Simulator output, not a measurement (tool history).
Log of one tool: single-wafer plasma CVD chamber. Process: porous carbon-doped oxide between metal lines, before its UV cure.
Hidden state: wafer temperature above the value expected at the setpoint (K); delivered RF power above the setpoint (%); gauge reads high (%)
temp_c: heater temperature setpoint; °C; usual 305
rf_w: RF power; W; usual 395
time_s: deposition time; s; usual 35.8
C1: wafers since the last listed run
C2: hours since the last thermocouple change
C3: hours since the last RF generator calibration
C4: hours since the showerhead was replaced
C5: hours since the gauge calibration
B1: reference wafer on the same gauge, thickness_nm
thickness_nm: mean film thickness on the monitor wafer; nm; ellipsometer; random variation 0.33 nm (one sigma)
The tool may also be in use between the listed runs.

{"run": 1, "hour": 0.0, "temp_c": 305, "rf_w": 395, "time_s": 39.9, "C1": 0, "C2": 2020.3, "C3": 1672.5, "C4": 6733.1, "C5": 443.9, "B1": 141.973, "thickness_nm": 171.695}
{"run": 2, "hour": 29.2, "temp_c": 305, "rf_w": 395, "time_s": 35.8, "C1": 955, "C2": 2049.5, "C3": 1701.7, "C4": 6762.3, "C5": 473.1, "B1": 142.023, "thickness_nm": 153.952}
{"hour": 54.9, "done": "gauge calibrated"}
{"run": 3, "hour": 55.4, "temp_c": 315, "rf_w": 395, "time_s": 35.8, "C1": 857, "C2": 2075.7, "C3": 1727.9, "C4": 6788.5, "C5": 0.5, "B1": 141.994, "thickness_nm": 147.128}
{"run": 4, "hour": 69.0, "temp_c": 315, "rf_w": 395, "time_s": 35.8, "C1": 445, "C2": 2089.3, "C3": 1741.5, "C4": 6802.1, "C5": 14.1, "B1": 142.034, "thickness_nm": 146.549}
{"run": 5, "hour": 88.0, "temp_c": 305, "rf_w": 395, "time_s": 35.8, "C1": 622, "C2": 2108.3, "C3": 1760.5, "C4": 6821.1, "C5": 33.1, "B1": 141.979, "thickness_nm": 154.64}
{"run": 6, "hour": 121.2, "temp_c": 305, "rf_w": 375, "time_s": 35.8, "C1": 1086, "C2": 2141.5, "C3": 1793.7, "C4": 6854.3, "C5": 66.3, "B1": 142.003, "thickness_nm": 145.992}
{"run": 7, "hour": 139.9, "temp_c": 305, "rf_w": 375, "time_s": 35.8, "C1": 612, "C2": 2160.2, "C3": 1812.4, "C4": 6873.0, "C5": 85.0, "B1": 141.966, "thickness_nm": 146.979}
{"run": 8, "hour": 174.5, "temp_c": 305, "rf_w": 395, "time_s": 35.8, "C1": 1132, "C2": 2194.8, "C3": 1847.0, "C4": 6907.6, "C5": 119.6, "B1": 142.051, "thickness_nm": 154.443}
{"run": 9, "hour": 207.3, "temp_c": 311, "rf_w": 395, "time_s": 35.8, "C1": 1073, "C2": 2227.6, "C3": 1879.8, "C4": 6940.4, "C5": 152.4, "B1": 142.02, "thickness_nm": 149.559}
{"run": 10, "hour": 224.6, "temp_c": 305, "rf_w": 395, "time_s": 35.8, "C1": 566, "C2": 2244.9, "C3": 1897.1, "C4": 6957.7, "C5": 169.7, "B1": 142.005, "thickness_nm": 153.593}
{"run": 11, "hour": 243.0, "temp_c": 305, "rf_w": 395, "time_s": 35.8, "C1": 602, "C2": 2263.3, "C3": 1915.5, "C4": 6976.1, "C5": 188.1, "B1": 141.898, "thickness_nm": 154.17}
{"run": 12, "hour": 276.8, "temp_c": 305, "rf_w": 395, "time_s": 35.8, "C1": 1106, "C2": 2297.1, "C3": 1949.3, "C4": 7009.9, "C5": 221.9, "B1": 141.978, "thickness_nm": 154.881}
{"run": 13, "hour": 293.8, "temp_c": 312, "rf_w": 395, "time_s": 35.8, "C1": 556, "C2": 2314.1, "C3": 1966.3, "C4": 7026.9, "C5": 238.9, "B1": 141.941, "thickness_nm": 148.937}
{"run": 14, "hour": 320.1, "temp_c": 312, "rf_w": 395, "time_s": 35.8, "C1": 861, "C2": 2340.4, "C3": 1992.6, "C4": 7053.2, "C5": 265.2, "B1": 141.938, "thickness_nm": 149.257}
{"hour": 345.8, "done": "RF generator calibrated"}
{"run": 15, "hour": 355.3, "temp_c": 312, "rf_w": 395, "time_s": 35.8, "C1": 890, "C2": 2375.6, "C3": 9.5, "C4": 7088.4, "C5": 300.4, "B1": 142.086, "thickness_nm": 149.832}
{"run": 16, "hour": 379.2, "temp_c": 305, "rf_w": 395, "time_s": 35.8, "C1": 782, "C2": 2399.5, "C3": 33.4, "C4": 7112.3, "C5": 324.3, "B1": 141.959, "thickness_nm": 154.665}
{"run": 17, "hour": 404.1, "temp_c": 305, "rf_w": 395, "time_s": 35.8, "C1": 815, "C2": 2424.4, "C3": 58.3, "C4": 7137.2, "C5": 349.2, "B1": 142.038, "thickness_nm": 154.428}
{"run": 18, "hour": 424.7, "temp_c": 297, "rf_w": 455, "time_s": 29.8, "C1": 674, "C2": 2445.0, "C3": 78.9, "C4": 7157.8, "C5": 369.8, "B1": 141.927, "thickness_nm": 153.491}
{"run": 19, "hour": 459.4, "temp_c": 318, "rf_w": 455, "time_s": 40.1, "C1": 1136, "C2": 2479.7, "C3": 113.6, "C4": 7192.5, "C5": 404.5, "B1": 141.957, "thickness_nm": 185.06}
{"run": 20, "hour": 478.7, "temp_c": 301, "rf_w": 450, "time_s": 29.4, "C1": 631, "C2": 2499.0, "C3": 132.9, "C4": 7211.8, "C5": 423.8, "B1": 141.959, "thickness_nm": 146.304}
{"hour": 480.5, "done": "gauge calibrated"}
{"run": 21, "hour": 491.9, "temp_c": 305, "rf_w": 320, "time_s": 35.8, "C1": 432, "C2": 2512.2, "C3": 146.1, "C4": 7225.0, "C5": 11.4, "B1": 141.959, "thickness_nm": 123.927}
{"run": 22, "hour": 525.6, "temp_c": 313, "rf_w": 395, "time_s": 39.4, "C1": 1103, "C2": 2545.9, "C3": 179.8, "C4": 7258.7, "C5": 45.1, "B1": 141.977, "thickness_nm": 163.159}
{"run": 23, "hour": 539.4, "temp_c": 305, "rf_w": 395, "time_s": 35.8, "C1": 451, "C2": 2559.7, "C3": 193.6, "C4": 7272.5, "C5": 58.9, "B1": 141.94, "thickness_nm": 154.516}
{"run": 24, "hour": 562.0, "temp_c": 305, "rf_w": 395, "time_s": 35.8, "C1": 739, "C2": 2582.3, "C3": 216.2, "C4": 7295.1, "C5": 81.5, "B1": 141.97, "thickness_nm": 155.095}
{"run": 25, "hour": 586.5, "temp_c": 305, "rf_w": 330, "time_s": 35.8, "C1": 802, "C2": 2606.8, "C3": 240.7, "C4": 7319.6, "C5": 106.0, "B1": 141.99, "thickness_nm": 128.466}
{"hour": 598.8, "done": "thermocouple changed; heater temperature recalibrated"}
{"run": 26, "hour": 621.7, "temp_c": 312, "rf_w": 465, "time_s": 41.0, "C1": 890, "C2": 22.9, "C3": 275.9, "C4": 7354.8, "C5": 141.2, "B1": 141.973, "thickness_nm": 198.272}
{"run": 27, "hour": 646.4, "temp_c": 305, "rf_w": 455, "time_s": 35.8, "C1": 808, "C2": 47.6, "C3": 300.6, "C4": 7379.5, "C5": 165.9, "B1": 141.996, "thickness_nm": 176.109}
{"hour": 659.9, "done": "showerhead replaced"}
{"run": 28, "hour": 673.1, "temp_c": 296, "rf_w": 460, "time_s": 30.3, "C1": 612, "C2": 74.3, "C3": 327.3, "C4": 13.2, "C5": 192.6, "B1": 141.985, "thickness_nm": 157.754}
{"run": 29, "hour": 707.1, "temp_c": 305, "rf_w": 395, "time_s": 35.8, "C1": 1113, "C2": 108.3, "C3": 361.3, "C4": 47.2, "C5": 226.6, "B1": 142.013, "thickness_nm": 154.666}
{"run": 30, "hour": 739.9, "temp_c": 305, "rf_w": 395, "time_s": 35.8, "C1": 1073, "C2": 141.1, "C3": 394.1, "C4": 80.0, "C5": 259.4, "B1": 142.009, "thickness_nm": 153.67}
{"run": 31, "hour": 767.6, "temp_c": 315, "rf_w": 440, "time_s": 38.1, "C1": 906, "C2": 168.8, "C3": 421.8, "C4": 107.7, "C5": 287.1, "B1": 142.078, "thickness_nm": 173.532}
{"run": 32, "hour": 780.6, "temp_c": 305, "rf_w": 340, "time_s": 35.8, "C1": 425, "C2": 181.8, "C3": 434.8, "C4": 120.7, "C5": 300.1, "B1": 142.007, "thickness_nm": 132.681}
{"run": 33, "hour": 803.1, "temp_c": 305, "rf_w": 340, "time_s": 35.8, "C1": 736, "C2": 204.3, "C3": 457.3, "C4": 143.2, "C5": 322.6, "B1": 142.014, "thickness_nm": 132.782}
{"run": 34, "hour": 829.2, "temp_c": 312, "rf_w": 395, "time_s": 35.8, "C1": 854, "C2": 230.4, "C3": 483.4, "C4": 169.3, "C5": 348.7, "B1": 142.038, "thickness_nm": 149.655}
{"run": 35, "hour": 847.9, "temp_c": 305, "rf_w": 395, "time_s": 35.8, "C1": 612, "C2": 249.1, "C3": 502.1, "C4": 188.0, "C5": 367.4, "B1": 141.971, "thickness_nm": 154.253}

What the log doesn't show, run by run:
wafer temperature above the value expected at the setpoint (K): 0 in every run
delivered RF power above the setpoint (%): 0 in every run
gauge reads high (%): 0 in every run
